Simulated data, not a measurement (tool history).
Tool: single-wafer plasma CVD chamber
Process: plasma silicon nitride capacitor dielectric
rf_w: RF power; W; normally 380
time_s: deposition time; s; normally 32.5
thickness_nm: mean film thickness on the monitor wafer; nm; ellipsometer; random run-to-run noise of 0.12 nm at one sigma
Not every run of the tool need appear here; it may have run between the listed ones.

run     day  rf_w  time_s  read-back reference wafer on the same gauge, thickness_nm  thickness_nm
  1       0   380    32.5                                                     34.592        39.624
  2   1.312   380    32.5                                                     34.617        39.781
  3   3.896   380    32.5                                                      34.62        39.894
  4   4.979   380    32.5                                                     34.609        39.754
  5   6.938   380    32.5                                                     34.613        39.659
  6   7.971   380    30.5                                                     34.572        37.243
  7   9.038   380    30.5                                                     34.579        37.146
  8  11.858   380    30.5                                                     34.604        37.026
  9  12.883   380    32.5                                                     34.588        39.901
 10  15.208   380    32.5                                                     34.598        39.711
 11  16.921   380    32.5                                                     34.596         39.74
     17.942  -- RF generator calibrated
     18.471  -- gauge calibrated
 12  18.875   400    29.5                                                     34.612        37.233
 13  21.562   380    35.3                                                     34.621        43.722
     24.617  -- showerhead replaced
 14  24.638   380    32.5                                                     34.606        40.214
 15  27.183   405    27.5                                                     34.604        34.693
 16  28.775   355    34.5                                                     34.582        41.855
 17  30.067   435    35.1                                                     34.598        45.014
 18   31.85   325    27.7                                                     34.593        32.871
 19  33.979   315    37.3                                                     34.612        43.907
 20  35.071   345    34.7                                                       34.6        41.847
 21  37.058   380    32.5                                                     34.589        40.229
 22  39.354   380    32.5                                                     34.579        40.087

3 options for the next run, each taken on its own from the tool as it stands now. Forecast them:
  A  39.371   380    32.5                                                          ?             ?
  B  39.371   450    38.7                                                          ?             ?
  C  39.371   335      30                                                          ?             ?

run  read-back reference wafer on the same gauge, thickness_nm  thickness_nm
  A                                                     34.606        40.051
  B                                                     34.606        50.038
  C                                                     34.606         35.68
The same runs, with their run-to-run variation unchanged, on a tool lacking any hidden condition would have given:
run  thickness_nm
  A        40.442
  B        50.527
  C        36.029

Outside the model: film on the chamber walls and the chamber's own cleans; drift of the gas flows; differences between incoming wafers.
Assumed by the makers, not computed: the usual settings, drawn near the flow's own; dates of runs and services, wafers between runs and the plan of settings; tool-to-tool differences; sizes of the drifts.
